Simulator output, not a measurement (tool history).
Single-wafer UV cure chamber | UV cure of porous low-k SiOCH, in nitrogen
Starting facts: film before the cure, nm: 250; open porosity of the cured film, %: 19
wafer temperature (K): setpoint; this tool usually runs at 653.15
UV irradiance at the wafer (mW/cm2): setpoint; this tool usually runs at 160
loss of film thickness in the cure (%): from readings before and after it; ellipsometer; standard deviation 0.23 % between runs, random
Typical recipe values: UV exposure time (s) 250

run     day  wafer temperature (K)  UV exposure time (s)  UV irradiance at the wafer (mW/cm2)  loss of film thickness in the cure (%)
  1       0                 653.15                   320                                  160                                  15.305
      0.392  -- quartz window cleaned
  2   0.571                 653.15                   250                                  160                                  13.965
  3   1.404                 653.15                   250                                  160                                  14.378
  4   2.875                 668.15                   250                                  160                                  14.677
  5   4.225                 653.15                   250                                  160                                  14.277
  6   5.221                 653.15                   250                                  160                                  13.862
  7   6.467                 653.15                   250                                  160                                  14.674
  8   7.221                 643.15                   195                                  160                                  12.918
  9   8.246                 643.15                   195                                  160                                  12.779
 10   9.654                 643.15                   195                                  160                                  12.825
     10.421  -- quartz window cleaned
 11  13.575                 659.15                   250                                  160                                  14.694
 12  14.642                 659.15                   250                                  160                                  14.599
 13  15.762                 653.15                   250                                  160                                  14.604
 14  17.092                 653.15                   250                                  160                                  14.507
 15  18.588                 653.15                   250                                  160                                  14.353
 16  20.017                 653.15                   250                                  160                                  13.949
 17  20.717                 653.15                   250                                  160                                   14.51
     21.058  -- quartz window cleaned
 18   21.85                 653.15                   250                                  160                                  14.573
 19  23.312                 653.15                   250                                  160                                  14.151
 20  23.871                 653.15                   250                                  160                                  14.355
 21  25.046                 653.15                   250                                  160                                   14.26
 22  25.712                 653.15                   250                                  160                                  14.342
 23  27.029                 633.15                   390                                  196                                  16.742
 24  27.675                 659.15                   250                                  160                                  14.412
 25  28.367                 661.15                   135                                  160                                  11.553
 26    29.7                 653.15                   250                                  160                                  14.441
     30.371  -- quartz window cleaned
 27  30.717                 653.15                   120                                  160                                  10.636
 28  31.546                 662.15                   140                                  145                                  11.258
 29  34.462                 653.15                   375                                  144                                  15.588
 30  35.479                 653.15                   250                                  128                                   13.08
     35.892  -- UV bulbs replaced
 31  38.692                 647.15                   250                                  160                                  14.112
     40.046  -- quartz window cleaned
 32  40.067                 646.15                   250                                  160                                  14.124
 33  40.733                 653.15                   250                                  160                                  14.422
 34  42.217                 635.15                   180                                  123                                  11.173
 35  42.767                 653.15                   250                                  160                                  14.152
 36  46.212                 637.15                   310                                  160                                  15.092
 37  47.125                 669.15                   100                                  160                                  10.473
 38  47.921                 672.15                   100                                  170                                  10.934
 39  48.817                 661.15                   360                                  160                                  15.869
 40  49.617                 653.15                   110                                  160                                    10.3
     50.788  -- quartz window cleaned
 41  50.883                 653.15                   380                                  133                                  15.136
 42  51.554                 653.15                   250                                  160                                  14.396
 43  52.204                 645.15                   250                                  131                                  13.069
 44  53.046                 653.15                   250                                  160                                  14.315
 45   53.75                 653.15                   350                                  160                                  15.841

Below are 4 alternative next runs, each starting from the tool's condition after run 45. Predict each:
  A  53.767                 653.15                   250                                  181                                       ?
  B  53.767                 653.15                   170                                  160                                       ?
  C  53.767                 671.15                   185                                  174                                       ?
  D  53.767                 653.15                   110                                  180                                       ?

run  loss of film thickness in the cure (%)
  A                                  15.067
  B                                  12.608
  C                                  13.755
  D                                  11.133
Had the tool no hidden state, the same runs would have come out as:
run  loss of film thickness in the cure (%)
  A                                  15.067
  B                                  12.608
  C                                  13.755
  D                                  11.133
